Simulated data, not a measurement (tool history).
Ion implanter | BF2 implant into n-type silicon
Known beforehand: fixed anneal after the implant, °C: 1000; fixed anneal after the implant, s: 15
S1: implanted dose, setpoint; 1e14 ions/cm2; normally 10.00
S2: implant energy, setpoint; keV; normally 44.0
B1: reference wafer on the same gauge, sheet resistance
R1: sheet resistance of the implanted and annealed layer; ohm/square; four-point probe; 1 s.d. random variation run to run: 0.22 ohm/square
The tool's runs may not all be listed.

{"run": 1, "hour": 0.0, "S1": 10.0, "S2": 44.0, "B1": 173.01, "R1": 150.13}
{"run": 2, "hour": 92.5, "S1": 8.04, "S2": 44.0, "B1": 173.09, "R1": 170.7}
{"run": 3, "hour": 184.4, "S1": 12.33, "S2": 39.0, "B1": 173.0, "R1": 144.64}
{"run": 4, "hour": 264.4, "S1": 12.33, "S2": 39.0, "B1": 173.02, "R1": 145.25}
{"run": 5, "hour": 322.9, "S1": 10.0, "S2": 44.0, "B1": 173.04, "R1": 150.6}
{"run": 6, "hour": 362.6, "S1": 10.0, "S2": 44.0, "B1": 173.02, "R1": 150.21}
{"hour": 387.9, "done": "Faraday cup replaced and dose calibrated"}
{"run": 7, "hour": 437.0, "S1": 10.0, "S2": 44.0, "B1": 172.9, "R1": 149.39}
{"run": 8, "hour": 523.2, "S1": 8.09, "S2": 44.0, "B1": 172.92, "R1": 169.01}
{"run": 9, "hour": 728.2, "S1": 10.0, "S2": 44.0, "B1": 172.9, "R1": 150.54}
{"hour": 792.1, "done": "gauge calibrated"}
{"run": 10, "hour": 819.1, "S1": 10.0, "S2": 44.0, "B1": 172.99, "R1": 150.45}
{"run": 11, "hour": 915.8, "S1": 10.0, "S2": 37.5, "B1": 173.06, "R1": 159.82}
{"hour": 973.2, "done": "Faraday cup replaced and dose calibrated"}
{"run": 12, "hour": 989.6, "S1": 8.98, "S2": 51.5, "B1": 172.91, "R1": 151.02}
{"run": 13, "hour": 1096.2, "S1": 11.25, "S2": 32.0, "B1": 173.03, "R1": 162.84}
{"run": 14, "hour": 1157.1, "S1": 10.0, "S2": 35.0, "B1": 173.03, "R1": 163.41}
{"hour": 1234.3, "done": "extraction supply calibrated"}
{"run": 15, "hour": 1249.2, "S1": 10.0, "S2": 44.0, "B1": 173.06, "R1": 150.06}
{"run": 16, "hour": 1523.8, "S1": 10.0, "S2": 44.0, "B1": 172.98, "R1": 150.47}
{"run": 17, "hour": 1579.7, "S1": 7.78, "S2": 29.0, "B1": 173.0, "R1": 197.65}
{"run": 18, "hour": 1640.4, "S1": 7.24, "S2": 52.5, "B1": 173.04, "R1": 178.29}
{"run": 19, "hour": 1714.5, "S1": 12.89, "S2": 28.5, "B1": 172.89, "R1": 166.32}
{"hour": 1731.1, "done": "Faraday cup replaced and dose calibrated"}
{"run": 20, "hour": 1804.8, "S1": 8.6, "S2": 57.5, "B1": 172.99, "R1": 153.26}
{"run": 21, "hour": 1865.1, "S1": 10.0, "S2": 44.0, "B1": 172.99, "R1": 150.04}
{"run": 22, "hour": 1961.5, "S1": 12.94, "S2": 35.0, "B1": 172.96, "R1": 149.84}

Below are 4 alternative next runs, each starting from the tool's condition after run 22. Predict each:
{"run": "A", "hour": 1961.9, "S1": 10.0, "S2": 44.0, "B1": "?", "R1": "?"}
{"run": "B", "hour": 1961.9, "S1": 10.0, "S2": 53.5, "B1": "?", "R1": "?"}
{"run": "C", "hour": 1961.9, "S1": 7.97, "S2": 50.5, "B1": "?", "R1": "?"}
{"run": "D", "hour": 1961.9, "S1": 12.4, "S2": 38.5, "B1": "?", "R1": "?"}

run=A B1=172.95 R1=150.07
run=B B1=172.95 R1=141.24
run=C B1=172.95 R1=166.28
run=D B1=172.95 R1=145.12
Stripped of hidden state, with their random variation kept, the same runs would have yielded:
run=A R1=148.73
run=B R1=139.73
run=C R1=164.20
run=D R1=144.32
